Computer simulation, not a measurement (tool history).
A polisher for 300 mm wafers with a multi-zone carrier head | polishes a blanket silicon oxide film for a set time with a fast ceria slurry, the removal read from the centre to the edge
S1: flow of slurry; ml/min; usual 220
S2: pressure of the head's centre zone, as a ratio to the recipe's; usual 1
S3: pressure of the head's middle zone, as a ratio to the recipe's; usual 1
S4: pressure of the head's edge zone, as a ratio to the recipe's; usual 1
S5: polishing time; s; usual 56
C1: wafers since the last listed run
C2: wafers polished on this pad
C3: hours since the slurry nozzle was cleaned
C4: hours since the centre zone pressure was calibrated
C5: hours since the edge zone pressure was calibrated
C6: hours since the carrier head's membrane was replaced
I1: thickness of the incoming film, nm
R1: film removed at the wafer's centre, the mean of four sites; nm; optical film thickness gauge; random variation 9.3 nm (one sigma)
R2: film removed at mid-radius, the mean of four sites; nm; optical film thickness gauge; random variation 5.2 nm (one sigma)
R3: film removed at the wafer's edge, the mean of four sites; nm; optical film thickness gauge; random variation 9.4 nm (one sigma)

run   hour   S1    S2    S3  S4  S5   C1    C2     C3      C4     C5     C6      I1     R1     R2     R3
  1      0  220     1     1   1  56    0   891   24.4   880.7  280.5  519.3  1990.8  595.4  623.1  653.5
  2   36.3  220     1     1   1  56  264  1156   60.7     917  316.8  555.6    1987  581.9  616.2  649.9
      83.2  -- worn pad replaced by a new one
  3   87.8  220     1     1   1  56  346    33  112.2   968.5  368.3  607.1  1966.9    569  613.6  627.3
     124.2  -- carrier head's membrane replaced by a new one
  4  127.5  220     1  1.04   1  56  253   286  151.9  1008.2    408    3.3  1992.2  555.4  611.4  603.3
  5  207.4  220     1  1.04   1  56  583   870  231.8  1088.1  487.9   83.2  1942.6  519.2  586.2  612.4
     230.3  -- slurry nozzle cleaned
     273.4  -- worn pad replaced by a new one
  6  311.8  220     1  1.04   1  56  725   280   81.5  1192.5  592.3  187.6  1961.5  561.6    638  647.1
  7  408.3  220     1     1   1  56  704   984    178    1289  688.8  284.1  2000.6  519.1    590  624.4
     447.2  -- worn pad replaced by a new one
  8  476.9  220  1.04     1   1  56  471   216  246.6  1357.6  757.4  352.7  1944.9  522.8  563.8  583.9
     508.6  -- slurry nozzle cleaned
  9    564  220  1.05     1   1  56  628   844   55.4  1444.7  844.5  439.8  1989.6  538.5  620.1  623.1
     571.2  -- centre zone pressure recalibrated
     626.4  -- worn pad replaced by a new one
 10  648.8  255     1  0.96   1  56  575   163  140.2    77.6  929.3  524.6  1942.8  610.2  583.8  631.6
       695  -- carrier head's membrane replaced by a new one
 11  696.5  220     1     1   1  73  311   474  187.9   125.3    977    1.5  1972.6  741.7  754.1  781.8
     719.8  -- edge zone pressure recalibrated
     748.7  -- slurry nozzle cleaned
 12  793.3  220     1     1   1  56  684  1159   44.6   222.1   73.5   98.3  1950.6  616.1    621  631.6
     816.9  -- worn pad replaced by a new one
 13  873.7  165   1.1     1   1  68  557   414    125   302.5  153.9  178.7  1933.7  745.7  694.7  714.9
       970  -- slurry nozzle cleaned
 14  970.5  220     1     1   1  66  699  1114    0.5   399.3  250.7  275.5  1930.8  740.6  748.6  746.6

5 ways to go on from here, each from the tool as it stands after run 14. What would each give?
  A  970.9  220     1  0.94     1  56   2  1117  0.9  399.7  251.1  275.9  1977.4   ?   ?   ?
  B  970.9  220     1  0.91     1  56   2  1117  0.9  399.7  251.1  275.9  1977.4   ?   ?   ?
  C  970.9  220     1  1.03     1  56   2  1117  0.9  399.7  251.1  275.9  1977.4   ?   ?   ?
  D  970.9  220     1     1  1.08  56   2  1117  0.9  399.7  251.1  275.9  1977.4   ?   ?   ?
  E  970.9  220  1.04     1   1.1  75   2  1117  0.9  399.7  251.1  275.9  1977.4   ?   ?   ?

run     R1     R2     R3
  A  629.1  597.3  646.5
  B    629  584.2  646.7
  C  629.4  636.6  645.8
  D  629.3  623.4    671
  E  876.8  834.8    907
Without the tool's hidden state the same runs would have given:
run     R1     R2     R3
  A  644.7  598.3  647.3
  B  644.6  585.2  647.6
  C    645  637.7  646.7
  D  644.9  624.5  671.9
  E  898.6  836.1  908.2

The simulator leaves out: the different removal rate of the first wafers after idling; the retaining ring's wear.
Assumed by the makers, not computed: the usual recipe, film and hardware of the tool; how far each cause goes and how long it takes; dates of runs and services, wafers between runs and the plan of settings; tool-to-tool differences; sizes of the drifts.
